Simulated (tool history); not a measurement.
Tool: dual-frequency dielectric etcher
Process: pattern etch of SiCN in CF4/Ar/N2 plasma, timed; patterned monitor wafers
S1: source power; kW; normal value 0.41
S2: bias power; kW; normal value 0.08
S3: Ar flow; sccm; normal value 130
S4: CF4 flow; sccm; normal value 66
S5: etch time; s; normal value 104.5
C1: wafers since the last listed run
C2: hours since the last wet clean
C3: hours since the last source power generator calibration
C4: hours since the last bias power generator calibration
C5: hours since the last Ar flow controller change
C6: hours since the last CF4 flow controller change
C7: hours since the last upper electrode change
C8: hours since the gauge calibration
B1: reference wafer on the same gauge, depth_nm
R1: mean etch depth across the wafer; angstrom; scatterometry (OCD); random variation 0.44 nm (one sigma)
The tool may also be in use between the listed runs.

{"run": 1, "hour": 0.0, "S1": 0.41, "S2": 0.067, "S3": 130, "S4": 66, "S5": 104.5, "C1": 0, "C2": 103.7, "C3": 80.5, "C4": 3429.7, "C5": 3677.5, "C6": 1224, "C7": 56.8, "C8": 1183.9, "B1": 93.2, "R1": 771}
{"run": 2, "hour": 81.3, "S1": 0.41, "S2": 0.067, "S3": 130, "S4": 66, "S5": 104.5, "C1": 716, "C2": 185, "C3": 161.8, "C4": 3511, "C5": 3758.8, "C6": 1305.3, "C7": 138.1, "C8": 1265.2, "B1": 93.1, "R1": 771}
{"hour": 104.0, "done": "bias power generator calibrated"}
{"run": 3, "hour": 123.6, "S1": 0.41, "S2": 0.08, "S3": 106, "S4": 66, "S5": 104.5, "C1": 337, "C2": 227.3, "C3": 204.1, "C4": 19.6, "C5": 3801.1, "C6": 1347.6, "C7": 180.4, "C8": 1307.5, "B1": 93.2, "R1": 877}
{"run": 4, "hour": 162.1, "S1": 0.41, "S2": 0.08, "S3": 106, "S4": 66, "S5": 104.5, "C1": 339, "C2": 265.8, "C3": 242.6, "C4": 58.1, "C5": 3839.6, "C6": 1386.1, "C7": 218.9, "C8": 1346, "B1": 93.2, "R1": 884}
{"hour": 213.0, "done": "gauge calibrated"}
{"hour": 236.6, "done": "Ar flow controller replaced"}
{"run": 5, "hour": 237.1, "S1": 0.41, "S2": 0.08, "S3": 106, "S4": 66, "S5": 104.5, "C1": 607, "C2": 340.8, "C3": 317.6, "C4": 133.1, "C5": 0.5, "C6": 1461.1, "C7": 293.9, "C8": 24.1, "B1": 93.1, "R1": 891}
{"run": 6, "hour": 269.9, "S1": 0.48, "S2": 0.08, "S3": 108, "S4": 66, "S5": 104.5, "C1": 288, "C2": 373.6, "C3": 350.4, "C4": 165.9, "C5": 33.3, "C6": 1493.9, "C7": 326.7, "C8": 56.9, "B1": 93.2, "R1": 1045}
{"run": 7, "hour": 303.5, "S1": 0.41, "S2": 0.08, "S3": 105, "S4": 66, "S5": 104.5, "C1": 295, "C2": 407.2, "C3": 384, "C4": 199.5, "C5": 66.9, "C6": 1527.5, "C7": 360.3, "C8": 90.5, "B1": 93.2, "R1": 892}
{"run": 8, "hour": 337.2, "S1": 0.41, "S2": 0.08, "S3": 130, "S4": 66, "S5": 104.5, "C1": 296, "C2": 440.9, "C3": 417.7, "C4": 233.2, "C5": 100.6, "C6": 1561.2, "C7": 394, "C8": 124.2, "B1": 93.3, "R1": 862}
{"hour": 391.4, "done": "wet clean of the chamber"}
{"run": 9, "hour": 394.5, "S1": 0.41, "S2": 0.08, "S3": 130, "S4": 66, "S5": 133.5, "C1": 293, "C2": 3.1, "C3": 475, "C4": 290.5, "C5": 157.9, "C6": 1618.5, "C7": 451.3, "C8": 181.5, "B1": 93.2, "R1": 1078}
{"run": 10, "hour": 432.4, "S1": 0.41, "S2": 0.089, "S3": 150, "S4": 66, "S5": 104.5, "C1": 333, "C2": 41, "C3": 512.9, "C4": 328.4, "C5": 195.8, "C6": 1656.4, "C7": 489.2, "C8": 219.4, "B1": 93.4, "R1": 878}
{"run": 11, "hour": 492.0, "S1": 0.41, "S2": 0.08, "S3": 130, "S4": 66, "S5": 104.5, "C1": 524, "C2": 100.6, "C3": 572.5, "C4": 388, "C5": 255.4, "C6": 1716, "C7": 548.8, "C8": 279, "B1": 93.4, "R1": 855}
{"run": 12, "hour": 518.2, "S1": 0.41, "S2": 0.08, "S3": 130, "S4": 66, "S5": 104.5, "C1": 230, "C2": 126.8, "C3": 598.7, "C4": 414.2, "C5": 281.6, "C6": 1742.2, "C7": 575, "C8": 305.2, "B1": 93.3, "R1": 851}
{"run": 13, "hour": 563.6, "S1": 0.5, "S2": 0.08, "S3": 130, "S4": 59, "S5": 104.5, "C1": 399, "C2": 172.2, "C3": 644.1, "C4": 459.6, "C5": 327, "C6": 1787.6, "C7": 620.4, "C8": 350.6, "B1": 93.1, "R1": 1019}
{"hour": 582.5, "done": "CF4 flow controller replaced"}
{"run": 14, "hour": 602.0, "S1": 0.48, "S2": 0.092, "S3": 144, "S4": 74, "S5": 104.5, "C1": 285, "C2": 210.6, "C3": 682.5, "C4": 498, "C5": 365.4, "C6": 19.5, "C7": 658.8, "C8": 389, "B1": 93.2, "R1": 1101}
{"run": 15, "hour": 642.7, "S1": 0.41, "S2": 0.08, "S3": 155, "S4": 66, "S5": 93, "C1": 358, "C2": 251.3, "C3": 723.2, "C4": 538.7, "C5": 406.1, "C6": 60.2, "C7": 699.5, "C8": 429.7, "B1": 93.1, "R1": 746}
{"run": 16, "hour": 695.1, "S1": 0.41, "S2": 0.08, "S3": 101, "S4": 75, "S5": 104.5, "C1": 461, "C2": 303.7, "C3": 775.6, "C4": 591.1, "C5": 458.5, "C6": 112.6, "C7": 751.9, "C8": 482.1, "B1": 93.3, "R1": 920}
{"run": 17, "hour": 758.2, "S1": 0.37, "S2": 0.098, "S3": 130, "S4": 66, "S5": 104.5, "C1": 555, "C2": 366.8, "C3": 838.7, "C4": 654.2, "C5": 521.6, "C6": 175.7, "C7": 815, "C8": 545.2, "B1": 93.2, "R1": 859}
{"hour": 823.3, "done": "wet clean of the chamber"}
{"run": 18, "hour": 823.8, "S1": 0.41, "S2": 0.08, "S3": 130, "S4": 57, "S5": 104.5, "C1": 366, "C2": 0.5, "C3": 904.3, "C4": 719.8, "C5": 587.2, "C6": 241.3, "C7": 880.6, "C8": 610.8, "B1": 93.2, "R1": 815}
{"run": 19, "hour": 851.2, "S1": 0.35, "S2": 0.08, "S3": 130, "S4": 66, "S5": 104.5, "C1": 241, "C2": 27.9, "C3": 931.7, "C4": 747.2, "C5": 614.6, "C6": 268.7, "C7": 908, "C8": 638.2, "B1": 93.2, "R1": 719}

Estimate the outcome of run 20 from the log above:
{"run": 20, "hour": 922.2, "S1": 0.38, "S2": 0.08, "S3": 130, "S4": 79, "S5": 104.5, "C1": 625, "C2": 98.9, "C3": 1002.7, "C4": 818.2, "C5": 685.6, "C6": 339.7, "C7": 979, "C8": 709.2, "B1": "?", "R1": "?"}

Run 20 yielded B1 93.1, R1 807 angstrom.
With no hidden state in the tool, this same run would have given R1 800 angstrom.
